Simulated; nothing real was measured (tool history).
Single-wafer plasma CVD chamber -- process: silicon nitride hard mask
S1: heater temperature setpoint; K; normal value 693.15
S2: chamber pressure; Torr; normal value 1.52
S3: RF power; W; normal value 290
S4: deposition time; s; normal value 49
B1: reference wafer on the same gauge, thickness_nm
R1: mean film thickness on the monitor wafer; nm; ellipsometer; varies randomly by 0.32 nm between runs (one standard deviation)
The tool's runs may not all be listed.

run    hour      S1    S2   S3    S4      B1      R1
  1       0  693.15  1.52  290    49  55.476  53.063
  2    61.8  693.15  1.52  290    49  55.488  53.401
  3   152.2  693.15  1.52  290    49  55.387  54.094
  4   195.7  693.15  1.52  290    49  55.483  53.035
  5   239.4  693.15  1.52  290    49  55.538  52.998
  6   285.4  693.15  1.52  290    49  55.348  52.851
  7   348.7  693.15  1.52  290    49  55.316   53.56
  8   414.7  693.15  1.52  290    49  55.384  53.632
  9   457.4  693.15  1.52  290    49  55.375   53.07
      508.7  -- gauge calibrated
 10   528.5  693.15  1.52  250  46.7  55.425  45.801
 11   625.8  689.15  1.52  310    49  55.387   55.94
      735.9  -- showerhead replaced
 12   749.7  702.15  1.52  290  55.4  55.385  59.727
 13     818  704.15  1.73  290    49  55.321  54.175
 14   911.5  693.15  1.52  250    49  55.383  48.061
      958.5  -- capacitance manometer re-zeroed and calibrated
 15   996.4  693.15  1.52  290    49  55.433  52.941
 16  1063.4  684.15   1.2  345  57.7  55.386  67.275
 17  1164.5  693.15  1.52  290    49  55.402  52.936
     1276.5  -- thermocouple changed; heater temperature recalibrated
 18    1277  693.15  1.52  230  46.2  55.406  42.607
 19  1310.8  679.15  1.52  290  45.6  55.359  50.307
 20  1384.1  701.15  1.32  250    49  55.354   46.34
     1485.3  -- RF generator calibrated
 21  1485.8  693.15  1.52  290    49  55.317   53.71
 22  1537.9  693.15  1.52  310    49  55.494  56.023
 23  1613.1  705.15  1.52  290    49  55.497  53.049
 24  1711.5  693.15  1.52  290    49  55.479   53.11
 25  1849.8  697.15  1.52  320    49  55.499   57.23
 26  1927.9  693.15  1.52  270    49  55.463  50.538
 27  1978.7  693.15  1.52  250    49  55.292  48.143
 28  2028.2  693.15  1.52  290    49  55.269  53.358

Predict each of these 5 candidate next runs independently; none follows another, all start after run 28:
  A  2028.6  693.15  1.52  290  56.2   ?   ?
  B  2028.6  693.15  1.64  265  57.6   ?   ?
  C  2028.6  693.15  1.52  235    49   ?   ?
  D  2028.6  705.15  1.78  325  46.2   ?   ?
  E  2028.6  700.15  1.52  290  39.4   ?   ?

run      B1      R1
  A  55.598  60.614
  B  55.598   59.37
  C  55.598  45.591
  D  55.598  55.468
  E  55.598  42.407
Without the tool's hidden state the same runs would have given:
run      R1
  A  60.614
  B   59.37
  C  45.591
  D  55.468
  E  42.407

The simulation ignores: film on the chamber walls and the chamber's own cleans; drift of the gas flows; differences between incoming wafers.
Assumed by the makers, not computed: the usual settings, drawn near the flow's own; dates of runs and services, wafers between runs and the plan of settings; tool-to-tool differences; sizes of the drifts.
